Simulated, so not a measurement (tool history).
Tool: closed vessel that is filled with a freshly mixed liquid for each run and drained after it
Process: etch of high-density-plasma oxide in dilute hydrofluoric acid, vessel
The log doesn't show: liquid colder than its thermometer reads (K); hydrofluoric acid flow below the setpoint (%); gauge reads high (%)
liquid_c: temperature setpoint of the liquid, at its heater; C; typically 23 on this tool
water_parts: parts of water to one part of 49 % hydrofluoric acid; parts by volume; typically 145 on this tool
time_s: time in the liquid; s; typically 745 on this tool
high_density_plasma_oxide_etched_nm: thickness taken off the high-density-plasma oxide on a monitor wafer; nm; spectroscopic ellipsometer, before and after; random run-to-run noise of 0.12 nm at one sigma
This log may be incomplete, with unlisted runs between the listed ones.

run    hour  liquid_c  water_parts  time_s  wafers since the last listed run  hours since the thermometer was replaced  hours since the hydrofluoric acid flow meter was replaced  hours since the gauge calibration  read-back film thickness of the high-density-plasma oxide reference wafer, read on the same gauge (nm)  high_density_plasma_oxide_etched_nm
  1       0        23          145     745                                 0                                     669.9                                                      222.1                             1669.5                                                                                                   48.49                                20.96
  2    45.2        23          145     745                              3979                                     715.1                                                      267.3                             1714.7                                                                                                   48.46                                 20.8
  3   108.9        23          195     745                              5608                                     778.8                                                        331                             1778.4                                                                                                   48.44                                14.69
  4   178.7        23          195     745                              6145                                     848.6                                                      400.8                             1848.2                                                                                                   48.44                                14.61
  5   249.2        23          195     745                              6206                                     919.1                                                      471.3                             1918.7                                                                                                   48.43                                14.66
  6   290.6        23          145     745                              3644                                     960.5                                                      512.7                             1960.1                                                                                                    48.4                                 20.8
  7     338        23          145     745                              4173                                    1007.9                                                      560.1                             2007.5                                                                                                   48.39                                20.81
  8     363        23          145     745                              2200                                    1032.9                                                      585.1                             2032.5                                                                                                   48.41                                20.62
        459  -- gauge calibrated
  9   462.6        23          145     745                              8768                                    1132.5                                                      684.7                                3.6                                                                                                   50.14                                21.69
      479.1  -- hydrofluoric acid flow meter replaced
 10   514.9        23          145     745                              4516                                    1184.8                                                       35.8                               55.9                                                                                                      50                                21.77
 11   576.7        23          145     745                              5440                                    1246.6                                                       97.6                              117.7                                                                                                   49.88                                 21.5
 12     628        23          145     745                              4516                                    1297.9                                                      148.9                                169                                                                                                   49.78                                21.49
 13   671.1        23          145     745                              3794                                      1341                                                        192                              212.1                                                                                                   49.71                                21.21
 14   764.8        23          145     745                              8249                                    1434.7                                                      285.7                              305.8                                                                                                   49.52                                21.39
 15   835.3        23          145     745                              6206                                    1505.2                                                      356.2                              376.3                                                                                                   49.45                                21.37
 16     905        23          145     745                              6136                                    1574.9                                                      425.9                                446                                                                                                   49.36                                21.47
 17   931.2        27          120     915                              2306                                    1601.1                                                      452.1                              472.2                                                                                                   49.31                                 38.2
 18   992.5        23          100     745                              5396                                    1662.4                                                      513.4                              533.5                                                                                                   49.24                                32.35
 19    1022        28          145     745                              2597                                    1691.9                                                      542.9                                563                                                                                                   49.19                                25.87
     1044.1  -- thermometer replaced
 20  1049.7        23          145     745                              2350                                       5.6                                                      570.6                              590.7                                                                                                   49.19                                21.29
     1077.6  -- hydrofluoric acid flow meter replaced
 21  1080.8        23          145     745                              2650                                      36.7                                                        3.2                              621.8                                                                                                   49.15                                21.43
 22  1122.9      20.5          145     745                              3706                                      78.8                                                       45.3                              663.9                                                                                                   49.11                                19.26
 23  1189.3        25          125    1075                              5845                                     145.2                                                      111.7                              730.3                                                                                                   49.07                                39.33
 24  1216.9        23           90    1130                              2429                                     172.8                                                      139.3                              757.9                                                                                                   49.03                                55.39
 25  1287.6        21          145     975                              6224                                     243.5                                                        210                              828.6                                                                                                   48.97                                 25.7
 26    1316        28           80     515                              2500                                     271.9                                                      238.4                                857                                                                                                   48.95                                35.21
 27  1372.2      21.5          130     745                              4947                                     328.1                                                      294.6                              913.2                                                                                                   48.94                                22.52
 28  1432.5        23          125    1105                              5308                                     388.4                                                      354.9                              973.5                                                                                                   48.89                                37.22
 29  1465.5      25.5          145     620                              2905                                     421.4                                                      387.9                             1006.5                                                                                                   48.89                                19.29
 30  1501.3      25.5          145     745                              3151                                     457.2                                                      423.7                             1042.3                                                                                                   48.85                                   23
 31  1564.5      20.5          165     745                              5564                                     520.4                                                      486.9                             1105.5                                                                                                   48.82                                16.38
 32    1616        23          145     745                              4534                                     571.9                                                      538.4                               1157                                                                                                   48.78                                20.93
 33  1677.4        23          145     745                              5405                                     633.3                                                      599.8                             1218.4                                                                                                   48.77                                20.94

Predict each of these 3 candidate next runs independently; none follows another, all start after run 33:
  A  1678.3        23          145     745                                79                                     634.2                                                      600.7                             1219.3                                                                                                       ?                                    ?
  B  1678.3      24.5          190     910                                79                                     634.2                                                      600.7                             1219.3                                                                                                       ?                                    ?
  C  1678.3        23          180    1015                                79                                     634.2                                                      600.7                             1219.3                                                                                                       ?                                    ?

run  read-back film thickness of the high-density-plasma oxide reference wafer, read on the same gauge (nm)  high_density_plasma_oxide_etched_nm
  A                                                                                                   48.78                                20.92
  B                                                                                                   48.78                                19.63
  C                                                                                                   48.78                                22.09
Had the tool no hidden state, the same runs would have come out as:
run  high_density_plasma_oxide_etched_nm
  A                                21.45
  B                                20.13
  C                                22.65

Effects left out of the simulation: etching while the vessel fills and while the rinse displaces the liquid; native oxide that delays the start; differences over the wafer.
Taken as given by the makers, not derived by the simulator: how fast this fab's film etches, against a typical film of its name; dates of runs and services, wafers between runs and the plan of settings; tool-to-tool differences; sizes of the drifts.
